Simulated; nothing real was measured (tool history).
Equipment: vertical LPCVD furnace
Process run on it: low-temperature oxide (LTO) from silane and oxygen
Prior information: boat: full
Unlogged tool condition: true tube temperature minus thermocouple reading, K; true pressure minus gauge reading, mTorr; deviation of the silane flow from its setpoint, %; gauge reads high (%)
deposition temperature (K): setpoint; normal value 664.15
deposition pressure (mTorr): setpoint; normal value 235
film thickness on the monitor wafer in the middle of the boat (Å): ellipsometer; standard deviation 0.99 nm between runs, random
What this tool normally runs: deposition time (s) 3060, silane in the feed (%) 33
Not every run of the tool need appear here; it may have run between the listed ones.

run,hour,deposition temperature (K),deposition pressure (mTorr),deposition time (s),silane in the feed (%),wafers since the last listed run,hours since the last temperature calibration,hours since the pressure gauge was zeroed,hours since the silane flow controller was replaced,hours since the gauge calibration,"read-back reference wafer on the same gauge, thickness",film thickness on the monitor wafer in the middle of the boat (Å)
1,0,664.15,235,3060,33,0,1483,328.4,2338.5,2457.9,335.39,3203.9
2,101.6,664.15,235,3060,33,963,1584.6,430,2440.1,2559.5,335.05,3222.6
3,235.7,664.15,235,3060,33,1271,1718.7,564.1,2574.2,2693.6,335.44,3237.3
4,307.9,664.15,235,3060,33,684,1790.9,636.3,2646.4,2765.8,335.08,3280.9
5,392,664.15,235,3060,33,797,1875,720.4,2730.5,2849.9,335.46,3273.5
# hour 426: thermocouples replaced and temperature profile calibrated
6,496.2,661.15,235,3060,33,760,70.2,824.6,2834.7,2954.1,335.65,2989.1
7,582,661.15,235,3060,33,813,156,910.4,2920.5,3039.9,334.53,2980.9
8,618.9,661.15,235,3060,33,349,192.9,947.3,2957.4,3076.8,335.35,2997.1
9,704.8,664.15,235,3060,33,814,278.8,1033.2,3043.3,3162.7,335.28,3116
10,752.7,664.15,235,3060,33,454,326.7,1081.1,3091.2,3210.6,335.24,3097.4
11,806.7,664.15,235,3060,33,511,380.7,1135.1,3145.2,3264.6,335.42,3098.8
12,871.3,673.15,235,3060,33,612,445.3,1199.7,3209.8,3329.2,334.51,3462.4
13,948,654.15,235,3060,33,727,522,1276.4,3286.5,3405.9,335.09,2762.8
14,1043.2,657.15,235,3060,35,902,617.2,1371.6,3381.7,3501.1,334.97,3105.1
15,1100.4,670.15,210,3600,33,542,674.4,1428.8,3438.9,3558.3,334.71,3532.4
# hour 1173.2: silane flow controller replaced
16,1173.7,657.15,235,4200,33,467,747.7,1502.1,0.5,3631.6,334.91,3930.2
17,1240.7,670.15,235,1920,33,635,814.7,1569.1,67.5,3698.6,335.3,2103.2
18,1279.4,664.15,235,3060,33,366,853.4,1607.8,106.2,3737.3,335.14,3115.4
# hour 1411.7: gauge calibrated
19,1496.9,664.15,255,3060,33,2062,1070.9,1825.3,323.7,85.2,334.58,3414
# hour 1663.5: pressure gauge zeroed
20,1771.4,664.15,235,3060,33,2375,1345.4,107.9,598.2,359.7,335.2,3188
21,1808,653.15,280,3060,33,347,1382,144.5,634.8,396.3,334.86,3343.6
22,1909,664.15,265,4290,33,957,1483,245.5,735.8,497.3,334.92,5044.8
23,1968.7,656.15,235,3060,33,566,1542.7,305.2,795.5,557,335.12,2927.3
# hour 2036: thermocouples replaced and temperature profile calibrated
24,2056.1,657.15,235,3060,33,601,20.1,392.6,882.9,644.4,334.77,2813.1
25,2158.1,671.15,275,3060,37,967,122.1,494.6,984.9,746.4,334.93,4558.4
26,2232.3,664.15,235,3360,33,703,196.3,568.8,1059.1,820.6,334.77,3390.5
27,2325.8,664.15,235,3780,27,886,289.8,662.3,1152.6,914.1,334.54,2816.6
28,2428.4,664.15,235,3060,33,972,392.4,764.9,1255.2,1016.7,334.99,3106.7
29,2481.1,670.15,255,4020,31,499,445.1,817.6,1307.9,1069.4,334.8,4317.8
30,2583.9,664.15,205,2190,39,974,547.9,920.4,1410.7,1172.2,335.08,2416
31,2654.2,664.15,235,3060,33,666,618.2,990.7,1481,1242.5,334.99,3080.2

Take each entry between the runs: how does the hidden state at the last listed run before it differ from the hidden state at the first listed run after it?
In the gap between runs 5 and 6: thermocouples replaced and temperature profile calibrated (hour 426)
  true tube temperature minus thermocouple reading, K: 5.4 -> 0.823
  measured minus no-state result, film thickness on the monitor wafer in the middle of the boat (Å): +204.1 -> +29.8
In the gap between runs 15 and 16: silane flow controller replaced (hour 1173.2)
  true tube temperature minus thermocouple reading, K: 1.38 -> 1.51
  measured minus no-state result, film thickness on the monitor wafer in the middle of the boat (Å): +56.7 -> +72.5
In the gap between runs 18 and 19: gauge calibrated (hour 1411.7)
  true tube temperature minus thermocouple reading, K: 1.72 -> 2.23
  measured minus no-state result, film thickness on the monitor wafer in the middle of the boat (Å): +63.5 -> +90.2
In the gap between runs 19 and 20: pressure gauge zeroed (hour 1663.5)
  true tube temperature minus thermocouple reading, K: 2.23 -> 3.05
  measured minus no-state result, film thickness on the monitor wafer in the middle of the boat (Å): +90.2 -> +114.3
In the gap between runs 23 and 24: thermocouples replaced and temperature profile calibrated (hour 2036)
  true tube temperature minus thermocouple reading, K: 3.75 -> 0.103
  measured minus no-state result, film thickness on the monitor wafer in the middle of the boat (Å): +132.5 -> +3.6
